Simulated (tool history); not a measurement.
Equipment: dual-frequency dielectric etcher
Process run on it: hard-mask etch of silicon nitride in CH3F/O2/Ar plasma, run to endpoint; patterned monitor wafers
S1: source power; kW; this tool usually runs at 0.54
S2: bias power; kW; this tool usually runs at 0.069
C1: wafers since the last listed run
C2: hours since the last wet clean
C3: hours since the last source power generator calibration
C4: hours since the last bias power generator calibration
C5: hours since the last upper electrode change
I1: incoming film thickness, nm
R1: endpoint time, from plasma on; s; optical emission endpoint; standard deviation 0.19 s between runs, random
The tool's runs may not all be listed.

run   hour    S1     S2    C1     C2      C3      C4      C5    I1    R1
  1      0  0.54  0.069     0  289.4  2972.9    2815  5661.6  51.4  65.1
  2   33.7  0.54  0.069   279  323.1  3006.6  2848.7  5695.3  50.8  64.5
     131.1  -- wet clean of the chamber
  3  183.6  0.54  0.069  1043   52.5  3156.5  2998.6  5845.2  51.1    64
  4  207.9  0.54  0.069   201   76.8  3180.8  3022.9  5869.5  51.3  64.1
     290.9  -- upper electrode replaced
     334.6  -- bias power generator calibrated
  5  355.6  0.54  0.069   991  224.5  3328.5      21    64.7  51.5  64.6
  6  385.1  0.54  0.069   244    254    3358    50.5    94.2    51  64.7
     414.4  -- source power generator calibrated
  7  433.9  0.54  0.069   371  302.8    19.5    99.3     143  51.7  65.6
  8  489.7  0.54  0.076   462  358.6    75.3   155.1   198.8  51.9  62.9
       516  -- wet clean of the chamber
  9  531.6  0.66  0.075   148   15.6   117.2     197   240.7  50.9  57.9
 10  557.8  0.67  0.062   217   41.8   143.4   223.2   266.9  51.2  64.1
 11  603.6  0.67  0.057   379   87.6   189.2     269   312.7  51.2  67.4
 12  641.9  0.54   0.08   317  125.9   227.5   307.3     351  51.1  59.3
 13  721.9  0.65  0.057   662  205.9   307.5   387.3     431  51.2    68
 14  784.5  0.43  0.082   518  268.5   370.1   449.9   493.6  50.9  61.7
 15  818.2  0.54  0.069   279  302.2   403.8   483.6   527.3  51.8  65.6
 16  883.7  0.43  0.082   542  367.7   469.3   549.1   592.8  50.9  61.9

Branching from run 16: 5 alternative next runs. What would each branch give?
  A  884.1  0.46  0.069   3  368.1  469.7  549.5  593.2  51.6   ?
  B  884.1  0.63  0.079   3  368.1  469.7  549.5  593.2  51.6   ?
  C  884.1  0.63  0.053   3  368.1  469.7  549.5  593.2  51.6   ?
  D  884.1  0.63  0.058   3  368.1  469.7  549.5  593.2  51.6   ?
  E  884.1  0.47  0.083   3  368.1  469.7  549.5  593.2  51.6   ?

run    R1
  A  67.8
  B  58.8
  C  72.8
  D  69.3
  E  61.3
The same runs, with their run-to-run variation unchanged, on a tool lacking any hidden condition would have given:
run    R1
  A  66.5
  B  57.6
  C  71.4
  D  67.9
  E    60

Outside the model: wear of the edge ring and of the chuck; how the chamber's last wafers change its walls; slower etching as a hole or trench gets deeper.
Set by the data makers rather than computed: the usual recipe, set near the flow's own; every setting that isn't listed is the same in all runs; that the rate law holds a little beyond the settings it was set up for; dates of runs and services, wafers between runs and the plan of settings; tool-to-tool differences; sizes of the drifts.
